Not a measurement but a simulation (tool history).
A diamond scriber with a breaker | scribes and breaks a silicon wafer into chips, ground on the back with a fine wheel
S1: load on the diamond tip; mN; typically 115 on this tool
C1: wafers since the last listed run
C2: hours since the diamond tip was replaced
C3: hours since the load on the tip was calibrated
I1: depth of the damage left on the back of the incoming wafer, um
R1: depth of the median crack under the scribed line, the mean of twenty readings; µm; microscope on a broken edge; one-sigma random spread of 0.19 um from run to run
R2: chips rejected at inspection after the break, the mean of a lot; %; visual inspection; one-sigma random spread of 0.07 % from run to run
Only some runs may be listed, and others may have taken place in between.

run,day,S1,C1,C2,C3,I1,R1,R2
1,0.000,115,0,166.0,316.2,2.73,10.64,6.71
2,0.542,115,28,179.0,329.2,2.30,10.85,6.35
3,1.258,115,38,196.2,346.4,2.31,10.93,6.45
4,1.596,115,18,204.3,354.5,2.55,10.45,7.00
5,2.342,115,39,222.2,372.4,2.78,10.31,7.37
6,2.617,115,14,228.8,379.0,1.63,10.68,6.51
7,2.883,115,14,235.2,385.4,2.48,10.55,7.29
8,3.296,115,22,245.1,395.3,2.22,10.77,6.93
# day 3.675: diamond tip replaced by a new one
9,5.171,115,95,35.9,440.3,1.83,12.32,2.52
10,5.771,115,32,50.3,454.7,2.99,11.87,3.58
11,6.475,115,37,67.2,471.6,2.85,11.54,3.87
12,7.175,115,37,84.0,488.4,2.14,11.32,3.72
13,7.604,115,22,94.3,498.7,1.98,11.29,4.01
14,8.004,133,21,103.9,508.3,1.56,12.36,2.01
15,8.475,133,25,115.2,519.6,2.85,12.23,2.90
16,9.038,133,30,128.7,533.1,2.17,12.13,2.68
17,9.583,115,29,141.8,546.2,2.32,11.16,4.84
18,10.167,115,31,155.8,560.2,2.39,11.04,5.22
19,11.458,115,68,186.8,591.2,2.31,10.99,6.22
# day 11.796: load on the tip recalibrated
20,11.850,115,16,196.2,1.3,1.54,10.67,5.63
21,12.408,133,29,209.6,14.7,1.92,11.66,3.21
22,12.729,87,17,217.3,22.4,2.37,9.11,16.09
23,13.371,83,34,232.7,37.8,1.52,8.92,16.36
24,13.854,115,25,244.3,49.4,2.51,10.88,6.67
25,14.438,86,31,258.3,63.4,2.14,9.03,16.17
26,15.067,91,33,273.4,78.5,1.71,9.24,13.09
# day 15.279: diamond tip replaced by a new one
27,15.496,115,18,5.2,88.8,1.87,12.87,1.88
28,15.883,105,20,14.5,98.1,1.69,11.56,2.74
29,16.562,98,36,30.8,114.4,2.12,10.76,4.87
30,16.833,136,14,37.3,120.9,2.86,13.30,2.46
31,17.262,96,22,47.6,131.2,2.76,10.80,6.80
32,17.529,134,14,54.0,137.6,2.58,12.82,2.27
33,18.183,129,34,69.7,153.3,2.92,12.47,2.66
34,18.567,144,20,78.9,162.5,2.10,12.94,2.05
35,19.179,135,32,93.6,177.2,1.86,12.45,2.00
36,19.754,84,30,107.4,191.0,2.27,9.54,13.46
37,20.338,142,31,121.4,205.0,1.77,12.60,1.96
38,20.988,140,34,137.0,220.6,2.87,12.47,2.69

Exercise: give the hidden state of the tool at every run:
deviation of the load on the tip from its setpoint, %: 0 on each run
H1: share of the diamond tip's cutting effectiveness lost through wear, %
run,H1
1,24
2,24.5
3,25.2
4,25.4
5,25.9
6,26.1
7,26.2
8,26.4
9,9.66
10,12.2
11,14.6
12,16.7
13,17.8
14,18.7
15,19.6
16,20.6
17,21.5
18,22.2
19,23.6
20,23.9
21,24.3
22,24.5
23,24.9
24,25.1
25,25.4
26,25.6
27,2.89
28,5.22
29,8.76
30,10
31,11.8
32,12.8
33,15.1
34,16.2
35,17.8
36,19.1
37,20.2
38,21.3
